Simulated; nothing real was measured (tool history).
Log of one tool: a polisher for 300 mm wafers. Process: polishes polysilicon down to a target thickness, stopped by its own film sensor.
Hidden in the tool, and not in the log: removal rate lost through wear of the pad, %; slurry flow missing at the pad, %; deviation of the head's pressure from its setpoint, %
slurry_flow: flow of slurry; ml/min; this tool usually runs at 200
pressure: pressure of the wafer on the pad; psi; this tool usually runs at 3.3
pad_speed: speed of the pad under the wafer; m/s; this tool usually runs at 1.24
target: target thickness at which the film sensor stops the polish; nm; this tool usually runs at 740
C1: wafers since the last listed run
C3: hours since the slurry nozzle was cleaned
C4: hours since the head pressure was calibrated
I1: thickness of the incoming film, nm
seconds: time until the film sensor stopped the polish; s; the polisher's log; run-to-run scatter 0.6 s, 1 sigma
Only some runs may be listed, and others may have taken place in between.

{"run": 1, "hour": 0.0, "slurry_flow": 200, "pressure": 3.3, "pad_speed": 1.24, "target": 740, "C1": 0, "wafers polished on this pad": 1630, "C3": 188, "C4": 173.1, "I1": 1254.2, "seconds": 33.2}
{"run": 2, "hour": 39.7, "slurry_flow": 200, "pressure": 3.3, "pad_speed": 1.24, "target": 740, "C1": 634, "wafers polished on this pad": 2265, "C3": 227.7, "C4": 212.8, "I1": 1249.9, "seconds": 33.8}
{"run": 3, "hour": 146.0, "slurry_flow": 200, "pressure": 3.3, "pad_speed": 1.24, "target": 740, "C1": 1700, "wafers polished on this pad": 3965, "C3": 334, "C4": 319.1, "I1": 1238.9, "seconds": 34.9}
{"hour": 221.3, "done": "slurry nozzle cleaned"}
{"run": 4, "hour": 236.4, "slurry_flow": 200, "pressure": 3.3, "pad_speed": 1.24, "target": 740, "C1": 1429, "wafers polished on this pad": 5395, "C3": 15.1, "C4": 409.5, "I1": 1248.3, "seconds": 36.1}
{"hour": 274.9, "done": "worn pad replaced by a new one"}
{"run": 5, "hour": 318.0, "slurry_flow": 200, "pressure": 3.3, "pad_speed": 1.24, "target": 740, "C1": 1241, "wafers polished on this pad": 689, "C3": 96.7, "C4": 491.1, "I1": 1232.1, "seconds": 31.6}
{"run": 6, "hour": 374.6, "slurry_flow": 200, "pressure": 3.3, "pad_speed": 1.24, "target": 740, "C1": 905, "wafers polished on this pad": 1594, "C3": 153.3, "C4": 547.7, "I1": 1230.3, "seconds": 31.8}
{"run": 7, "hour": 437.2, "slurry_flow": 200, "pressure": 3.3, "pad_speed": 1.24, "target": 740, "C1": 1001, "wafers polished on this pad": 2596, "C3": 215.9, "C4": 610.3, "I1": 1255.8, "seconds": 35.1}
{"run": 8, "hour": 522.5, "slurry_flow": 145, "pressure": 3.3, "pad_speed": 1.24, "target": 740, "C1": 1364, "wafers polished on this pad": 3960, "C3": 301.2, "C4": 695.6, "I1": 1272.3, "seconds": 38.1}
{"hour": 617.4, "done": "slurry nozzle cleaned"}
{"run": 9, "hour": 630.3, "slurry_flow": 200, "pressure": 3.3, "pad_speed": 1.24, "target": 740, "C1": 1708, "wafers polished on this pad": 5668, "C3": 12.9, "C4": 803.4, "I1": 1248.2, "seconds": 36}
{"hour": 644.9, "done": "head pressure recalibrated"}
{"hour": 702.6, "done": "worn pad replaced by a new one"}
{"run": 10, "hour": 732.5, "slurry_flow": 200, "pressure": 3.3, "pad_speed": 1.24, "target": 740, "C1": 1538, "wafers polished on this pad": 478, "C3": 115.1, "C4": 87.6, "I1": 1269.1, "seconds": 33.9}
{"run": 11, "hour": 839.8, "slurry_flow": 200, "pressure": 3.3, "pad_speed": 1.24, "target": 740, "C1": 1716, "wafers polished on this pad": 2194, "C3": 222.4, "C4": 194.9, "I1": 1249.3, "seconds": 33.4}
{"run": 12, "hour": 940.5, "slurry_flow": 200, "pressure": 3.6, "pad_speed": 1.24, "target": 740, "C1": 1610, "wafers polished on this pad": 3804, "C3": 323.1, "C4": 295.6, "I1": 1232.2, "seconds": 29.9}
{"run": 13, "hour": 1023.7, "slurry_flow": 200, "pressure": 3.3, "pad_speed": 1.24, "target": 740, "C1": 1330, "wafers polished on this pad": 5135, "C3": 406.3, "C4": 378.8, "I1": 1255.1, "seconds": 35.8}
{"hour": 1030.6, "done": "slurry nozzle cleaned"}
{"run": 14, "hour": 1116.9, "slurry_flow": 145, "pressure": 3.3, "pad_speed": 1.08, "target": 740, "C1": 1474, "wafers polished on this pad": 6609, "C3": 86.3, "C4": 472, "I1": 1240.7, "seconds": 43.6}
{"hour": 1127.8, "done": "worn pad replaced by a new one"}
{"run": 15, "hour": 1189.4, "slurry_flow": 200, "pressure": 3.3, "pad_speed": 1.24, "target": 740, "C1": 1095, "wafers polished on this pad": 984, "C3": 158.8, "C4": 544.5, "I1": 1265, "seconds": 33.6}
{"run": 16, "hour": 1234.4, "slurry_flow": 235, "pressure": 3.7, "pad_speed": 1.24, "target": 740, "C1": 719, "wafers polished on this pad": 1704, "C3": 203.8, "C4": 589.5, "I1": 1250, "seconds": 29.8}
{"run": 17, "hour": 1334.0, "slurry_flow": 200, "pressure": 2.7, "pad_speed": 1.06, "target": 740, "C1": 1592, "wafers polished on this pad": 3297, "C3": 303.4, "C4": 689.1, "I1": 1263.9, "seconds": 50.7}
{"hour": 1366.8, "done": "head pressure recalibrated"}
{"run": 18, "hour": 1396.3, "slurry_flow": 265, "pressure": 3.3, "pad_speed": 1.24, "target": 790, "C1": 964, "wafers polished on this pad": 4261, "C3": 365.7, "C4": 29.5, "I1": 1271.3, "seconds": 32.2}
{"hour": 1452.6, "done": "slurry nozzle cleaned"}
{"run": 19, "hour": 1499.7, "slurry_flow": 255, "pressure": 3.3, "pad_speed": 1.6, "target": 645, "C1": 1637, "wafers polished on this pad": 5899, "C3": 47.1, "C4": 132.9, "I1": 1252.4, "seconds": 32.3}
{"hour": 1508.2, "done": "worn pad replaced by a new one"}
{"run": 20, "hour": 1588.9, "slurry_flow": 200, "pressure": 3.3, "pad_speed": 1.24, "target": 740, "C1": 1362, "wafers polished on this pad": 1290, "C3": 136.3, "C4": 222.1, "I1": 1257.8, "seconds": 35.7}
{"run": 21, "hour": 1680.4, "slurry_flow": 180, "pressure": 4.5, "pad_speed": 1.06, "target": 740, "C1": 1463, "wafers polished on this pad": 2754, "C3": 227.8, "C4": 313.6, "I1": 1249.7, "seconds": 30.6}
{"run": 22, "hour": 1754.0, "slurry_flow": 140, "pressure": 3.3, "pad_speed": 1.24, "target": 740, "C1": 1177, "wafers polished on this pad": 3931, "C3": 301.4, "C4": 387.2, "I1": 1249.2, "seconds": 38.5}
{"run": 23, "hour": 1852.5, "slurry_flow": 200, "pressure": 3.3, "pad_speed": 1.24, "target": 740, "C1": 1575, "wafers polished on this pad": 5506, "C3": 399.9, "C4": 485.7, "I1": 1252.8, "seconds": 35.6}
{"hour": 1894.0, "done": "slurry nozzle cleaned"}
{"run": 24, "hour": 1920.9, "slurry_flow": 270, "pressure": 3.3, "pad_speed": 1.24, "target": 740, "C1": 1077, "wafers polished on this pad": 6584, "C3": 26.9, "C4": 554.1, "I1": 1241.7, "seconds": 37}

Forecast each of these 3 alternatives for the next run:
{"run": "A", "hour": 1921.3, "slurry_flow": 200, "pressure": 3.3, "pad_speed": 1.24, "target": 740, "C1": 6, "wafers polished on this pad": 6590, "C3": 27.3, "C4": 554.5, "I1": 1248.2, "seconds": "?"}
{"run": "B", "hour": 1921.3, "slurry_flow": 155, "pressure": 2.1, "pad_speed": 0.82, "target": 617, "C1": 6, "wafers polished on this pad": 6590, "C3": 27.3, "C4": 554.5, "I1": 1248.2, "seconds": "?"}
{"run": "C", "hour": 1921.3, "slurry_flow": 200, "pressure": 4, "pad_speed": 1.24, "target": 740, "C1": 6, "wafers polished on this pad": 6590, "C3": 27.3, "C4": 554.5, "I1": 1248.2, "seconds": "?"}

run=A seconds=37.5
run=B seconds=113
run=C seconds=31.1
With the hidden condition removed and each run's random variation left untouched, the same runs would have given:
run=A seconds=31.6
run=B seconds=95.3
run=C seconds=26.2
